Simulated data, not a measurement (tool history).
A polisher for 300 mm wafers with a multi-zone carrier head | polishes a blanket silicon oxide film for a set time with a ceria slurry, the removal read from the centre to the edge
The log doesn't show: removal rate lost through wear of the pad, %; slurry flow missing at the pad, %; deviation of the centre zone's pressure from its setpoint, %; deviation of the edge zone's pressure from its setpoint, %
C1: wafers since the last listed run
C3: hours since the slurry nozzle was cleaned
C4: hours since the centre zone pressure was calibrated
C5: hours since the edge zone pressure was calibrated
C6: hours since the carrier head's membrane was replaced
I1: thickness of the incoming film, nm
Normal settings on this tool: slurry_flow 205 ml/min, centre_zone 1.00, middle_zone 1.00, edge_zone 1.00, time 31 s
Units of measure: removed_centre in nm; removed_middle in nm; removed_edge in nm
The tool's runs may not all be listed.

{"run": 1, "hour": 0.0, "slurry_flow": 205, "centre_zone": 1.0, "middle_zone": 1.09, "edge_zone": 1.0, "time": 31, "C1": 0, "wafers polished on this pad": 248, "C3": 170.4, "C4": 1220.1, "C5": 1102.1, "C6": 1931.8, "I1": 1389.6, "removed_centre": 225.2, "removed_middle": 243.2, "removed_edge": 220.1}
{"hour": 29.2, "done": "centre zone pressure recalibrated"}
{"run": 2, "hour": 61.0, "slurry_flow": 205, "centre_zone": 1.0, "middle_zone": 1.09, "edge_zone": 1.0, "time": 31, "C1": 543, "wafers polished on this pad": 792, "C3": 231.4, "C4": 31.8, "C5": 1163.1, "C6": 1992.8, "I1": 1371.0, "removed_centre": 222.8, "removed_middle": 236.1, "removed_edge": 216.3}
{"run": 3, "hour": 127.4, "slurry_flow": 205, "centre_zone": 1.0, "middle_zone": 1.0, "edge_zone": 1.0, "time": 31, "C1": 611, "wafers polished on this pad": 1403, "C3": 297.8, "C4": 98.2, "C5": 1229.5, "C6": 2059.2, "I1": 1367.8, "removed_centre": 221.0, "removed_middle": 220.1, "removed_edge": 215.0}
{"hour": 177.1, "done": "carrier head's membrane replaced by a new one"}
{"run": 4, "hour": 194.2, "slurry_flow": 205, "centre_zone": 1.0, "middle_zone": 1.09, "edge_zone": 1.0, "time": 31, "C1": 569, "wafers polished on this pad": 1973, "C3": 364.6, "C4": 165.0, "C5": 1296.3, "C6": 17.1, "I1": 1377.5, "removed_centre": 217.0, "removed_middle": 233.9, "removed_edge": 212.4}
{"run": 5, "hour": 263.3, "slurry_flow": 240, "centre_zone": 0.91, "middle_zone": 0.88, "edge_zone": 1.0, "time": 27, "C1": 636, "wafers polished on this pad": 2610, "C3": 433.7, "C4": 234.1, "C5": 1365.4, "C6": 86.2, "I1": 1367.6, "removed_centre": 171.5, "removed_middle": 169.4, "removed_edge": 185.6}
{"run": 6, "hour": 307.9, "slurry_flow": 205, "centre_zone": 1.0, "middle_zone": 0.91, "edge_zone": 0.9, "time": 31, "C1": 411, "wafers polished on this pad": 3021, "C3": 478.3, "C4": 278.7, "C5": 1410.0, "C6": 130.8, "I1": 1359.8, "removed_centre": 210.2, "removed_middle": 193.9, "removed_edge": 199.9}
{"run": 7, "hour": 353.4, "slurry_flow": 205, "centre_zone": 0.9, "middle_zone": 0.94, "edge_zone": 0.88, "time": 22, "C1": 419, "wafers polished on this pad": 3440, "C3": 523.8, "C4": 324.2, "C5": 1455.5, "C6": 176.3, "I1": 1373.9, "removed_centre": 129.1, "removed_middle": 136.5, "removed_edge": 134.5}
{"hour": 373.3, "done": "edge zone pressure recalibrated"}
{"run": 8, "hour": 401.8, "slurry_flow": 225, "centre_zone": 1.0, "middle_zone": 0.94, "edge_zone": 0.94, "time": 37, "C1": 427, "wafers polished on this pad": 3868, "C3": 572.2, "C4": 372.6, "C5": 28.5, "C6": 224.7, "I1": 1360.9, "removed_centre": 241.4, "removed_middle": 223.5, "removed_edge": 228.8}
{"hour": 407.0, "done": "worn pad replaced by a new one"}
{"run": 9, "hour": 603.7, "slurry_flow": 205, "centre_zone": 1.0, "middle_zone": 1.0, "edge_zone": 1.0, "time": 31, "C1": 1823, "wafers polished on this pad": 1812, "C3": 774.1, "C4": 574.5, "C5": 230.4, "C6": 426.6, "I1": 1386.8, "removed_centre": 210.1, "removed_middle": 210.4, "removed_edge": 211.9}
{"hour": 652.9, "done": "slurry nozzle cleaned"}
{"run": 10, "hour": 678.5, "slurry_flow": 140, "centre_zone": 1.0, "middle_zone": 1.0, "edge_zone": 1.0, "time": 31, "C1": 680, "wafers polished on this pad": 2492, "C3": 25.6, "C4": 649.3, "C5": 305.2, "C6": 501.4, "I1": 1373.4, "removed_centre": 213.5, "removed_middle": 209.0, "removed_edge": 210.8}
{"run": 11, "hour": 743.3, "slurry_flow": 135, "centre_zone": 0.97, "middle_zone": 1.11, "edge_zone": 1.0, "time": 31, "C1": 597, "wafers polished on this pad": 3089, "C3": 90.4, "C4": 714.1, "C5": 370.0, "C6": 566.2, "I1": 1358.2, "removed_centre": 200.2, "removed_middle": 226.0, "removed_edge": 201.9}
{"run": 12, "hour": 792.3, "slurry_flow": 205, "centre_zone": 1.0, "middle_zone": 1.0, "edge_zone": 1.0, "time": 31, "C1": 451, "wafers polished on this pad": 3541, "C3": 139.4, "C4": 763.1, "C5": 419.0, "C6": 615.2, "I1": 1377.1, "removed_centre": 213.0, "removed_middle": 210.8, "removed_edge": 210.2}
{"hour": 838.9, "done": "worn pad replaced by a new one"}
{"run": 13, "hour": 839.4, "slurry_flow": 135, "centre_zone": 1.0, "middle_zone": 0.91, "edge_zone": 1.0, "time": 23, "C1": 397, "wafers polished on this pad": 5, "C3": 186.5, "C4": 810.2, "C5": 466.1, "C6": 662.3, "I1": 1381.6, "removed_centre": 162.9, "removed_middle": 149.4, "removed_edge": 163.3}
{"run": 14, "hour": 897.1, "slurry_flow": 205, "centre_zone": 1.0, "middle_zone": 1.0, "edge_zone": 1.0, "time": 38, "C1": 531, "wafers polished on this pad": 536, "C3": 244.2, "C4": 867.9, "C5": 523.8, "C6": 720.0, "I1": 1392.4, "removed_centre": 279.9, "removed_middle": 275.5, "removed_edge": 271.7}
{"run": 15, "hour": 965.0, "slurry_flow": 235, "centre_zone": 1.0, "middle_zone": 0.96, "edge_zone": 0.95, "time": 41, "C1": 625, "wafers polished on this pad": 1162, "C3": 312.1, "C4": 935.8, "C5": 591.7, "C6": 787.9, "I1": 1375.7, "removed_centre": 305.1, "removed_middle": 289.7, "removed_edge": 293.1}
{"run": 16, "hour": 1010.1, "slurry_flow": 205, "centre_zone": 1.0, "middle_zone": 1.0, "edge_zone": 1.0, "time": 31, "C1": 415, "wafers polished on this pad": 1578, "C3": 357.2, "C4": 980.9, "C5": 636.8, "C6": 833.0, "I1": 1396.9, "removed_centre": 225.4, "removed_middle": 222.9, "removed_edge": 221.0}
{"run": 17, "hour": 1077.1, "slurry_flow": 175, "centre_zone": 1.0, "middle_zone": 1.0, "edge_zone": 0.91, "time": 37, "C1": 617, "wafers polished on this pad": 2195, "C3": 424.2, "C4": 1047.9, "C5": 703.8, "C6": 900.0, "I1": 1355.1, "removed_centre": 261.5, "removed_middle": 254.7, "removed_edge": 247.7}
{"run": 18, "hour": 1120.6, "slurry_flow": 230, "centre_zone": 1.0, "middle_zone": 1.06, "edge_zone": 1.0, "time": 38, "C1": 400, "wafers polished on this pad": 2596, "C3": 467.7, "C4": 1091.4, "C5": 747.3, "C6": 943.5, "I1": 1377.0, "removed_centre": 270.9, "removed_middle": 277.4, "removed_edge": 267.7}
{"run": 19, "hour": 1165.9, "slurry_flow": 205, "centre_zone": 1.0, "middle_zone": 1.0, "edge_zone": 1.09, "time": 31, "C1": 417, "wafers polished on this pad": 3013, "C3": 513.0, "C4": 1136.7, "C5": 792.6, "C6": 988.8, "I1": 1377.1, "removed_centre": 215.4, "removed_middle": 210.5, "removed_edge": 221.2}
{"hour": 1193.8, "done": "worn pad replaced by a new one"}
{"run": 20, "hour": 1212.5, "slurry_flow": 175, "centre_zone": 1.0, "middle_zone": 1.04, "edge_zone": 0.93, "time": 41, "C1": 392, "wafers polished on this pad": 172, "C3": 559.6, "C4": 1183.3, "C5": 839.2, "C6": 1035.4, "I1": 1351.7, "removed_centre": 291.4, "removed_middle": 297.1, "removed_edge": 275.1}
{"hour": 1253.5, "done": "centre zone pressure recalibrated"}
{"run": 21, "hour": 1356.5, "slurry_flow": 205, "centre_zone": 1.0, "middle_zone": 1.0, "edge_zone": 1.0, "time": 31, "C1": 1308, "wafers polished on this pad": 1481, "C3": 703.6, "C4": 103.0, "C5": 983.2, "C6": 1179.4, "I1": 1366.9, "removed_centre": 216.0, "removed_middle": 214.7, "removed_edge": 215.7}

Below are 5 alternative next runs, each starting from the tool's condition after run 21. Predict each:
{"run": "A", "hour": 1356.9, "slurry_flow": 205, "centre_zone": 1.0, "middle_zone": 1.0, "edge_zone": 1.0, "time": 31, "C1": 3, "wafers polished on this pad": 1484, "C3": 704.0, "C4": 103.4, "C5": 983.6, "C6": 1179.8, "I1": 1359.1, "removed_centre": "?", "removed_middle": "?", "removed_edge": "?"}
{"run": "B", "hour": 1356.9, "slurry_flow": 205, "centre_zone": 1.0, "middle_zone": 1.0, "edge_zone": 1.0, "time": 21, "C1": 3, "wafers polished on this pad": 1484, "C3": 704.0, "C4": 103.4, "C5": 983.6, "C6": 1179.8, "I1": 1359.1, "removed_centre": "?", "removed_middle": "?", "removed_edge": "?"}
{"run": "C", "hour": 1356.9, "slurry_flow": 205, "centre_zone": 1.06, "middle_zone": 1.0, "edge_zone": 1.08, "time": 31, "C1": 3, "wafers polished on this pad": 1484, "C3": 704.0, "C4": 103.4, "C5": 983.6, "C6": 1179.8, "I1": 1359.1, "removed_centre": "?", "removed_middle": "?", "removed_edge": "?"}
{"run": "D", "hour": 1356.9, "slurry_flow": 270, "centre_zone": 1.0, "middle_zone": 1.04, "edge_zone": 0.88, "time": 21, "C1": 3, "wafers polished on this pad": 1484, "C3": 704.0, "C4": 103.4, "C5": 983.6, "C6": 1179.8, "I1": 1359.1, "removed_centre": "?", "removed_middle": "?", "removed_edge": "?"}
{"run": "E", "hour": 1356.9, "slurry_flow": 205, "centre_zone": 1.12, "middle_zone": 1.0, "edge_zone": 1.09, "time": 31, "C1": 3, "wafers polished on this pad": 1484, "C3": 704.0, "C4": 103.4, "C5": 983.6, "C6": 1179.8, "I1": 1359.1, "removed_centre": "?", "removed_middle": "?", "removed_edge": "?"}

run=A removed_centre=216.9 removed_middle=213.9 removed_edge=211.9
run=B removed_centre=146.9 removed_middle=144.9 removed_edge=143.5
run=C removed_centre=230.0 removed_middle=213.8 removed_edge=220.0
run=D removed_centre=152.1 removed_middle=154.4 removed_edge=138.2
run=E removed_centre=243.2 removed_middle=213.7 removed_edge=221.0
With no hidden state in the tool, these same runs would have given:
run=A removed_centre=232.8 removed_middle=228.4 removed_edge=223.7
run=B removed_centre=157.7 removed_middle=154.7 removed_edge=151.5
run=C removed_centre=246.9 removed_middle=228.3 removed_edge=232.2
run=D removed_centre=161.9 removed_middle=163.8 removed_edge=145.2
run=E removed_centre=261.0 removed_middle=228.2 removed_edge=233.3
